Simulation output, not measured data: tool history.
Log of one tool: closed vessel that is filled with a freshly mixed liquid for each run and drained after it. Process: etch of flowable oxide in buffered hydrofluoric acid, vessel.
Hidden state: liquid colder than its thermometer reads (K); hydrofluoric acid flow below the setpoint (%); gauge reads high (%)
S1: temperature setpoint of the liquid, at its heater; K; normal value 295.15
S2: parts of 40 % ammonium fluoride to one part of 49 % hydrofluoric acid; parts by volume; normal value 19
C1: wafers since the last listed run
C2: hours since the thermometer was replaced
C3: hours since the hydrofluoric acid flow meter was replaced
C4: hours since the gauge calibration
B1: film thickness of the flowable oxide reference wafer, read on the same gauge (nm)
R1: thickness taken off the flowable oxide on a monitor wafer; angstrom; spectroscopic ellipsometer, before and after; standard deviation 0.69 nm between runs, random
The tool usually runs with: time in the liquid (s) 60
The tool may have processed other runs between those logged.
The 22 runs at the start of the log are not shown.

Run 23, hour 687.4: usual settings; C1 2183; C2 86.5; C3 373.4; C4 302.8; B1 110. Result: R1 1341.4 angstrom.
Run 24, hour 703.9: usual settings but S1 299.65 K, S2 17 parts by volume; C1 2418; C2 103; C3 389.9; C4 319.3; B1 110. Result: R1 1922.7 angstrom.
Run 25, hour 733.8: usual settings; C1 4382; C2 132.9; C3 419.8; C4 349.2; B1 109.96. Result: R1 1350.6 angstrom.
Run 26, hour 748.6: usual settings but S1 290.15 K; C1 2169; C2 147.7; C3 434.6; C4 364; B1 110. Result: R1 1018.8 angstrom.
Run 27, hour 773.6: usual settings but S1 299.15 K, S2 22 parts by volume; C1 3664; C2 172.7; C3 459.6; C4 389; B1 110.01. Result: R1 1498.8 angstrom.
Run 28, hour 791.2: usual settings but S1 297.15 K, time in the liquid (s) 50; C1 2579; C2 190.3; C3 477.2; C4 406.6; B1 110.01. Result: R1 1251.2 angstrom.
Run 29, hour 809.1: usual settings; C1 2623; C2 208.2; C3 495.1; C4 424.5; B1 110.01. Result: R1 1346.7 angstrom.
Run 30, hour 877.7: usual settings; C1 10055; C2 276.8; C3 563.7; C4 493.1; B1 109.99. Result: R1 1330.6 angstrom.
Run 31, hour 890.7: usual settings; C1 1905; C2 289.8; C3 576.7; C4 506.1; B1 109.99. Result: R1 1327.2 angstrom.
Run 32, hour 917.7: usual settings; C1 3957; C2 316.8; C3 603.7; C4 533.1; B1 110.03. Result: R1 1331.4 angstrom.
Run 33, hour 930.8: usual settings but S1 293.15 K, S2 22 parts by volume, time in the liquid (s) 30; C1 1920; C2 329.9; C3 616.8; C4 546.2; B1 110.01. Result: R1 533 angstrom.
Run 34, hour 996.6: usual settings but S1 291.15 K; C1 9644; C2 395.7; C3 682.6; C4 612; B1 110.01. Result: R1 1067.2 angstrom.

Consider 3 possible next runs. They are alternatives, not a sequence: every one starts from the tool as it was left by run 34. What does each give?
Run A, hour 997.3: usual settings; C1 102; C2 396.4; C3 683.3; C4 612.7; B1 ?. Result: R1 ?.
Run B, hour 997.3: usual settings but S1 297.65 K; C1 102; C2 396.4; C3 683.3; C4 612.7; B1 ?. Result: R1 ?.
Run C, hour 997.3: usual settings but S1 297.65 K, S2 23.5 parts by volume, time in the liquid (s) 40; C1 102; C2 396.4; C3 683.3; C4 612.7; B1 ?. Result: R1 ?.

run      B1      R1
  A  109.99    1325
  B  109.99  1520.3
  C  109.99   869.3
With the hidden condition removed and each run's random variation left untouched, the same runs would have given:
run      R1
  A  1360.3
  B  1560.7
  C   885.3
